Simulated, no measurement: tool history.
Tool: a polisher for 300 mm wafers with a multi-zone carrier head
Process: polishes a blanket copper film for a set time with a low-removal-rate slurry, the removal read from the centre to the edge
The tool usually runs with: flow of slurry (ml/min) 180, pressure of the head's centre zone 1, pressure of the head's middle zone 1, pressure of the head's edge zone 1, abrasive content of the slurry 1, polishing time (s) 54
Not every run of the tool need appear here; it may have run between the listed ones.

| run | hour | flow of slurry (ml/min) | pressure of the head's centre zone | pressure of the head's middle zone | pressure of the head's edge zone | abrasive content of the slurry | polishing time (s) | incoming thickness of the incoming film, nm | film removed at the wafer's centre (Å) | film removed at mid-radius (Å) | film removed at the wafer's edge (Å) |
|---|---|---|---|---|---|---|---|---|---|---|---|
| 1 | 0 | 180 | 1 | 1 | 1 | 1 | 54 | 823.8 | 1324 | 1332 | 1335 |
|  | 21.7 | worn pad replaced by a new one |
| 2 | 32.6 | 180 | 1 | 1 | 1 | 1 | 54 | 814.1 | 1419 | 1484 | 1430 |
|  | 43.7 | slurry nozzle cleaned |
| 3 | 53.7 | 180 | 1 | 1 | 1 | 1 | 54 | 826.8 | 1445 | 1443 | 1426 |
| 4 | 66.9 | 180 | 1 | 1 | 1 | 1 | 54 | 808.9 | 1420 | 1442 | 1420 |
| 5 | 86.2 | 180 | 1 | 1 | 1 | 1 | 54 | 812.7 | 1431 | 1454 | 1371 |
| 6 | 120.5 | 180 | 1 | 1 | 1 | 1 | 54 | 821.6 | 1357 | 1389 | 1316 |
|  | 147.8 | worn pad replaced by a new one |
| 7 | 156.3 | 180 | 1 | 1 | 1 | 1 | 54 | 825.2 | 1411 | 1418 | 1428 |
| 8 | 175.3 | 180 | 1 | 1 | 1 | 1 | 54 | 812.3 | 1398 | 1407 | 1372 |
|  | 201.5 | edge zone pressure recalibrated |
| 9 | 203.2 | 180 | 0.97 | 1 | 1 | 1 | 66 | 809.3 | 1653 | 1740 | 1674 |
| 10 | 235 | 180 | 1 | 1 | 1 | 1 | 54 | 819.4 | 1373 | 1404 | 1316 |
|  | 263.8 | carrier head's membrane replaced by a new one |
| 11 | 264.3 | 180 | 1 | 1.11 | 1.04 | 1.1 | 54 | 810.6 | 1334 | 1455 | 1384 |
| 12 | 285.9 | 180 | 1 | 1 | 1 | 1 | 67 | 822.4 | 1535 | 1616 | 1523 |
|  | 291.7 | worn pad replaced by a new one |
| 13 | 304.4 | 205 | 1 | 0.96 | 1.04 | 1 | 54 | 814.5 | 1487 | 1468 | 1499 |
|  | 320.4 | centre zone pressure recalibrated |
|  | 320.7 | slurry nozzle cleaned |
| 14 | 323.7 | 180 | 1 | 1 | 1 | 1 | 54 | 825.9 | 1449 | 1441 | 1436 |
| 15 | 353.5 | 180 | 1 | 1 | 0.97 | 0.75 | 63 | 813.4 | 1467 | 1465 | 1418 |
| 16 | 402.3 | 180 | 0.9 | 1 | 0.95 | 1.15 | 54 | 830 | 1229 | 1399 | 1333 |
| 17 | 435.4 | 180 | 1 | 1 | 1 | 1.1 | 47 | 820.8 | 1103 | 1109 | 1137 |

Predict the results of run 18:
|  | 440.6 | worn pad replaced by a new one |
| 18 | 452.5 | 145 | 1 | 1 | 1 | 1 | 54 | 828.4 | ? | ? | ? |

Run 18 came out at film removed at the wafer's centre (Å) 1375, film removed at mid-radius (Å) 1423, film removed at the wafer's edge (Å) 1371.
Minus the tool's unlogged condition, the same run would have read film removed at the wafer's centre (Å) 1393, film removed at mid-radius (Å) 1442, film removed at the wafer's edge (Å) 1389.

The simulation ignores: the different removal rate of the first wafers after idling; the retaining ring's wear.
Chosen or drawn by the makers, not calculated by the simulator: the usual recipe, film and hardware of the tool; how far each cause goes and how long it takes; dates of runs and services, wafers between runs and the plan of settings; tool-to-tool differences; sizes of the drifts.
